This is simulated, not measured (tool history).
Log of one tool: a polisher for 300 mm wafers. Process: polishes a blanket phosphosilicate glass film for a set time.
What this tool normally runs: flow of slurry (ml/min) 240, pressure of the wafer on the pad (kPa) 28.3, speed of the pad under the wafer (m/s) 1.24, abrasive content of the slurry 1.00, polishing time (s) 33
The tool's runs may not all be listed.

run	day	flow of slurry (ml/min)	pressure of the wafer on the pad (kPa)	speed of the pad under the wafer (m/s)	abrasive content of the slurry	polishing time (s)	incoming thickness of the incoming film, nm	film removed (angstrom)
1	0.000	240	28.3	1.24	1.00	33	3952.5	4227
# day 0.212: worn pad replaced by a new one
2	0.404	240	28.3	1.24	1.00	33	3921.9	4776
3	0.754	240	28.3	1.24	1.00	33	3846.3	4676
4	1.404	240	28.3	1.24	1.10	33	3925.8	4826
5	1.712	240	28.3	1.24	1.10	33	3877.7	4676
6	1.962	240	28.3	1.24	1.00	33	3971.0	4360
7	2.450	240	28.3	1.24	1.00	33	3908.1	4315
# day 2.879: worn pad replaced by a new one
8	2.900	240	28.3	1.24	1.00	33	3905.7	4802
9	3.167	240	28.3	1.24	1.00	33	3935.6	4757
# day 4.275: slurry nozzle cleaned
10	4.829	240	28.3	1.24	1.00	33	3898.5	4213
# day 5.325: head pressure recalibrated
11	5.375	240	28.3	1.24	1.00	33	3872.5	4055
# day 5.554: worn pad replaced by a new one
12	6.096	240	28.3	1.60	0.90	33	3916.8	5005
13	6.738	240	21.4	1.24	1.00	33	3955.0	3467
14	7.312	240	35.9	1.56	1.00	33	3964.5	5585
# day 7.842: worn pad replaced by a new one
15	7.867	270	28.3	1.24	0.85	28	3893.7	3211
16	8.200	240	28.3	1.24	1.00	33	3879.2	4202
# day 8.758: conditioning disc replaced and pad reconditioned
17	8.779	240	28.3	1.42	1.00	23	3944.5	3009
# day 8.962: slurry blender recalibrated
18	9.042	240	23.4	1.24	1.00	22	3912.5	2818
19	9.512	240	35.9	1.24	1.00	27	3920.1	4419
# day 10.375: worn pad replaced by a new one
20	11.692	175	28.3	0.84	1.15	33	3906.3	3741
21	12.271	240	28.3	1.24	1.00	33	3942.1	4554
22	12.904	240	28.3	0.92	1.00	33	3878.1	3473

Predict each of these 3 candidate next runs independently; none follows another, all start after run 22:
A	12.921	240	31.0	1.24	1.00	33	3902.6	?
B	12.921	285	32.4	1.24	1.00	37	3902.6	?
C	12.921	170	28.3	1.24	1.00	33	3902.6	?

run	film removed (angstrom)
A	4434
B	5225
C	3947
What these runs would have given with no unlogged condition in the tool:
run	film removed (angstrom)
A	5299
B	6244
C	4717
